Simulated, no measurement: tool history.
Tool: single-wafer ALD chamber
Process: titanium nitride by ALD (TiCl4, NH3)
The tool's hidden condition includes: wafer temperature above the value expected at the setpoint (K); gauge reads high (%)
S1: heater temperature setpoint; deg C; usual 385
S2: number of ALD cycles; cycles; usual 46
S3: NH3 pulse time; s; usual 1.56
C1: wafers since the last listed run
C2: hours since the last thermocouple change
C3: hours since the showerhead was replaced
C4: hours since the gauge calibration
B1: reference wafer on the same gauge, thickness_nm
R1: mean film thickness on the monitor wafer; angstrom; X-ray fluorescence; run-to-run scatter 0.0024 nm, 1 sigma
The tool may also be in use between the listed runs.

run	hour	S1	S2	S3	C1	C2	C3	C4	B1	R1
1	0	385	46	1.18	0	781.6	1033.3	194.9	1.168	9.67
2	38.1	385	46	1.18	226	819.7	1071.4	233	1.168	9.64
3	92.7	385	46	1.18	324	874.3	1126	287.6	1.169	9.66
4	158.2	385	51	1.56	389	939.8	1191.5	353.1	1.172	10.88
5	211.1	385	51	1.56	314	992.7	1244.4	406	1.172	11.01
6	293.4	385	46	1.56	489	1075	1326.7	488.3	1.173	9.89
7	329.9	385	46	1.56	217	1111.5	1363.2	524.8	1.175	9.89
8	393.8	385	46	1.56	380	1175.4	1427.1	588.7	1.177	9.86
9	451.7	391	46	1.56	344	1233.3	1485	646.6	1.179	9.98
10	522.4	391	46	1.56	420	1304	1555.7	717.3	1.18	9.98
11	588.4	385	44	1.56	392	1370	1621.7	783.3	1.179	9.46
12	643	385	44	1.56	324	1424.6	1676.3	837.9	1.181	9.51
13	736.8	385	46	1.56	557	1518.4	1770.1	931.7	1.181	9.95
14	829.4	385	46	1.56	550	1611	1862.7	1024.3	1.182	9.93
15	865.9	385	46	1.56	217	1647.5	1899.2	1060.8	1.183	9.93
16	967.7	385	46	1.56	605	1749.3	2001	1162.6	1.185	9.99
17	1060	385	46	1.56	548	1841.6	2093.3	1254.9	1.184	9.91
18	1099	371	43	1.56	231	1880.6	2132.3	1293.9	1.184	9.16
19	1186.3	385	53	1.56	519	1967.9	2219.6	1381.2	1.186	11.51
20	1280.7	385	41	1.95	561	2062.3	2314	1475.6	1.186	9
21	1386.5	378	46	1.37	629	2168.1	2419.8	1581.4	1.185	9.84
# hour 1486.9: gauge calibrated
22	1488.2	385	44	1.56	604	2269.8	2521.5	1.3	1.156	9.35
# hour 1594.2: showerhead replaced
23	1677.4	385	46	1.56	1077	2459	83.2	190.5	1.165	9.75
24	1764.2	385	46	1.56	516	2545.8	170	277.3	1.169	9.79
# hour 1855.1: thermocouple changed; heater temperature recalibrated
25	1864.1	371	37	1.97	546	9	269.9	377.2	1.17	7.87

Run 26 is up next; what results do you expect?
26	1939.6	385	50	1.12	449	84.5	345.4	452.7	?	?

Run 26 measured B1 1.171, R1 10.51 angstrom.
Without the tool's hidden state the same run would have given R1 10.39 angstrom.
